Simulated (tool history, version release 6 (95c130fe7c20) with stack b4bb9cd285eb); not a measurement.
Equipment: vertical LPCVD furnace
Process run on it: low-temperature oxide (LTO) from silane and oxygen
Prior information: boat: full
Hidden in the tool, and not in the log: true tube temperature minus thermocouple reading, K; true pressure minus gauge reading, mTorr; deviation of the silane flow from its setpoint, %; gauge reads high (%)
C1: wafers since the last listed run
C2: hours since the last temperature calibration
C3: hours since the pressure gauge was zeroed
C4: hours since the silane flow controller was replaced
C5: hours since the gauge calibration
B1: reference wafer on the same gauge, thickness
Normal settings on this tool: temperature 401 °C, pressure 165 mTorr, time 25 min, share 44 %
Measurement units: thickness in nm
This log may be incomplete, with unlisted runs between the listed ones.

{"run": 1, "day": 0.0, "temperature": 401, "pressure": 165, "time": 17.5, "share": 44, "C1": 0, "C2": 2401.1, "C3": 3504.3, "C4": 2, "C5": 1557.1, "B1": 206.06, "thickness": 140.53}
{"run": 2, "day": 2.6, "temperature": 401, "pressure": 165, "time": 17.5, "share": 44, "C1": 835, "C2": 2463.5, "C3": 3566.7, "C4": 64.4, "C5": 1619.5, "B1": 206.1, "thickness": 140.32}
{"run": 3, "day": 5.238, "temperature": 398, "pressure": 165, "time": 25, "share": 44, "C1": 847, "C2": 2526.8, "C3": 3630, "C4": 127.7, "C5": 1682.8, "B1": 206.07, "thickness": 194.46}
{"run": 4, "day": 7.642, "temperature": 398, "pressure": 165, "time": 25, "share": 44, "C1": 772, "C2": 2584.5, "C3": 3687.7, "C4": 185.4, "C5": 1740.5, "B1": 205.99, "thickness": 194.51}
{"run": 5, "day": 8.788, "temperature": 393, "pressure": 165, "time": 25, "share": 44, "C1": 368, "C2": 2612, "C3": 3715.2, "C4": 212.9, "C5": 1768, "B1": 205.89, "thickness": 183.07}
{"run": 6, "day": 10.996, "temperature": 393, "pressure": 165, "time": 25, "share": 44, "C1": 709, "C2": 2665, "C3": 3768.2, "C4": 265.9, "C5": 1821, "B1": 205.99, "thickness": 184.54}
{"run": 7, "day": 12.267, "temperature": 401, "pressure": 165, "time": 25, "share": 44, "C1": 408, "C2": 2695.5, "C3": 3798.7, "C4": 296.4, "C5": 1851.5, "B1": 205.99, "thickness": 200.88}
{"run": 8, "day": 13.738, "temperature": 401, "pressure": 140, "time": 19, "share": 35, "C1": 472, "C2": 2730.8, "C3": 3834, "C4": 331.7, "C5": 1886.8, "B1": 205.94, "thickness": 98.75}
{"day": 16.683, "done": "pressure gauge zeroed"}
{"run": 9, "day": 16.704, "temperature": 401, "pressure": 185, "time": 31.5, "share": 44, "C1": 632, "C2": 2802, "C3": 0.5, "C4": 402.9, "C5": 1958, "B1": 206.01, "thickness": 283.77}
{"run": 10, "day": 17.15, "temperature": 401, "pressure": 195, "time": 25, "share": 44, "C1": 143, "C2": 2812.7, "C3": 11.2, "C4": 413.6, "C5": 1968.7, "B1": 206.07, "thickness": 238.19}
{"run": 11, "day": 18.55, "temperature": 405, "pressure": 205, "time": 25, "share": 44, "C1": 449, "C2": 2846.3, "C3": 44.8, "C4": 447.2, "C5": 2002.3, "B1": 206, "thickness": 259.51}
{"run": 12, "day": 19.8, "temperature": 401, "pressure": 165, "time": 33.5, "share": 40, "C1": 401, "C2": 2876.3, "C3": 74.8, "C4": 477.2, "C5": 2032.3, "B1": 206.02, "thickness": 244.19}
{"run": 13, "day": 21.842, "temperature": 401, "pressure": 190, "time": 35, "share": 44, "C1": 656, "C2": 2925.3, "C3": 123.8, "C4": 526.2, "C5": 2081.3, "B1": 205.97, "thickness": 325.68}
{"run": 14, "day": 23.425, "temperature": 401, "pressure": 165, "time": 32.5, "share": 50, "C1": 508, "C2": 2963.3, "C3": 161.8, "C4": 564.2, "C5": 2119.3, "B1": 205.9, "thickness": 296.97}
{"run": 15, "day": 26.021, "temperature": 401, "pressure": 145, "time": 35, "share": 44, "C1": 834, "C2": 3025.6, "C3": 224.1, "C4": 626.5, "C5": 2181.6, "B1": 206.02, "thickness": 249.64}
{"run": 16, "day": 27.871, "temperature": 401, "pressure": 165, "time": 28.5, "share": 44, "C1": 594, "C2": 3070, "C3": 268.5, "C4": 670.9, "C5": 2226, "B1": 206.08, "thickness": 230.67}
{"day": 29.671, "done": "gauge calibrated"}
{"run": 17, "day": 34.442, "temperature": 401, "pressure": 185, "time": 31.5, "share": 44, "C1": 2112, "C2": 3227.7, "C3": 426.2, "C4": 828.6, "C5": 114.5, "B1": 206.07, "thickness": 287.09}
{"run": 18, "day": 36.712, "temperature": 409, "pressure": 135, "time": 25, "share": 36, "C1": 729, "C2": 3282.2, "C3": 480.7, "C4": 883.1, "C5": 169, "B1": 206.01, "thickness": 144.15}
{"run": 19, "day": 38.638, "temperature": 397, "pressure": 165, "time": 25, "share": 39, "C1": 618, "C2": 3328.4, "C3": 526.9, "C4": 929.3, "C5": 215.2, "B1": 206.14, "thickness": 169.75}
{"day": 41.2, "done": "thermocouples replaced and temperature profile calibrated"}
{"run": 20, "day": 41.454, "temperature": 393, "pressure": 145, "time": 25, "share": 44, "C1": 583, "C2": 6.1, "C3": 594.5, "C4": 996.9, "C5": 282.8, "B1": 205.98, "thickness": 157.86}
{"run": 21, "day": 42.479, "temperature": 398, "pressure": 150, "time": 25, "share": 44, "C1": 329, "C2": 30.7, "C3": 619.1, "C4": 1021.5, "C5": 307.4, "B1": 206.05, "thickness": 172.33}
{"run": 22, "day": 44.467, "temperature": 401, "pressure": 180, "time": 28.5, "share": 44, "C1": 638, "C2": 78.4, "C3": 666.8, "C4": 1069.2, "C5": 355.1, "B1": 205.93, "thickness": 244.33}
{"run": 23, "day": 46.1, "temperature": 408, "pressure": 165, "time": 32, "share": 39, "C1": 524, "C2": 117.6, "C3": 706, "C4": 1108.4, "C5": 394.3, "B1": 206.02, "thickness": 236.21}
{"run": 24, "day": 47.262, "temperature": 401, "pressure": 165, "time": 25, "share": 44, "C1": 373, "C2": 145.5, "C3": 733.9, "C4": 1136.3, "C5": 422.2, "B1": 206.02, "thickness": 196.38}
{"run": 25, "day": 48.483, "temperature": 404, "pressure": 195, "time": 33, "share": 37, "C1": 392, "C2": 174.8, "C3": 763.2, "C4": 1165.6, "C5": 451.5, "B1": 206.01, "thickness": 258.69}
{"run": 26, "day": 51.304, "temperature": 401, "pressure": 165, "time": 21.5, "share": 40, "C1": 906, "C2": 242.5, "C3": 830.9, "C4": 1233.3, "C5": 519.2, "B1": 205.91, "thickness": 150.7}
{"run": 27, "day": 53.679, "temperature": 401, "pressure": 165, "time": 25, "share": 44, "C1": 763, "C2": 299.5, "C3": 887.9, "C4": 1290.3, "C5": 576.2, "B1": 206.01, "thickness": 195.41}
{"run": 28, "day": 56.4, "temperature": 401, "pressure": 165, "time": 16.5, "share": 38, "C1": 874, "C2": 364.8, "C3": 953.2, "C4": 1355.6, "C5": 641.5, "B1": 205.94, "thickness": 109.4}
{"run": 29, "day": 63.296, "temperature": 401, "pressure": 165, "time": 25, "share": 44, "C1": 2216, "C2": 530.3, "C3": 1118.7, "C4": 1521.1, "C5": 807, "B1": 205.92, "thickness": 196.42}
{"run": 30, "day": 65.521, "temperature": 401, "pressure": 165, "time": 25, "share": 44, "C1": 715, "C2": 583.7, "C3": 1172.1, "C4": 1574.5, "C5": 860.4, "B1": 206, "thickness": 195.79}

Predict each of these 5 candidate next runs independently; none follows another, all start after run 30:
{"run": "A", "day": 65.667, "temperature": 395, "pressure": 165, "time": 25, "share": 44, "C1": 46, "C2": 587.2, "C3": 1175.6, "C4": 1578, "C5": 863.9, "B1": "?", "thickness": "?"}
{"run": "B", "day": 65.667, "temperature": 401, "pressure": 165, "time": 30.5, "share": 44, "C1": 46, "C2": 587.2, "C3": 1175.6, "C4": 1578, "C5": 863.9, "B1": "?", "thickness": "?"}
{"run": "C", "day": 65.667, "temperature": 411, "pressure": 165, "time": 25, "share": 44, "C1": 46, "C2": 587.2, "C3": 1175.6, "C4": 1578, "C5": 863.9, "B1": "?", "thickness": "?"}
{"run": "D", "day": 65.667, "temperature": 401, "pressure": 165, "time": 19, "share": 44, "C1": 46, "C2": 587.2, "C3": 1175.6, "C4": 1578, "C5": 863.9, "B1": "?", "thickness": "?"}
{"run": "E", "day": 65.667, "temperature": 408, "pressure": 165, "time": 25, "share": 44, "C1": 46, "C2": 587.2, "C3": 1175.6, "C4": 1578, "C5": 863.9, "B1": "?", "thickness": "?"}

run=A B1=205.98 thickness=183.86
run=B B1=205.98 thickness=239.27
run=C B1=205.98 thickness=217.66
run=D B1=205.98 thickness=149.05
run=E B1=205.98 thickness=211.05
Without the tool's hidden state the same runs would have given:
run=A thickness=183.17
run=B thickness=238.39
run=C thickness=216.9
run=D thickness=148.51
run=E thickness=210.3
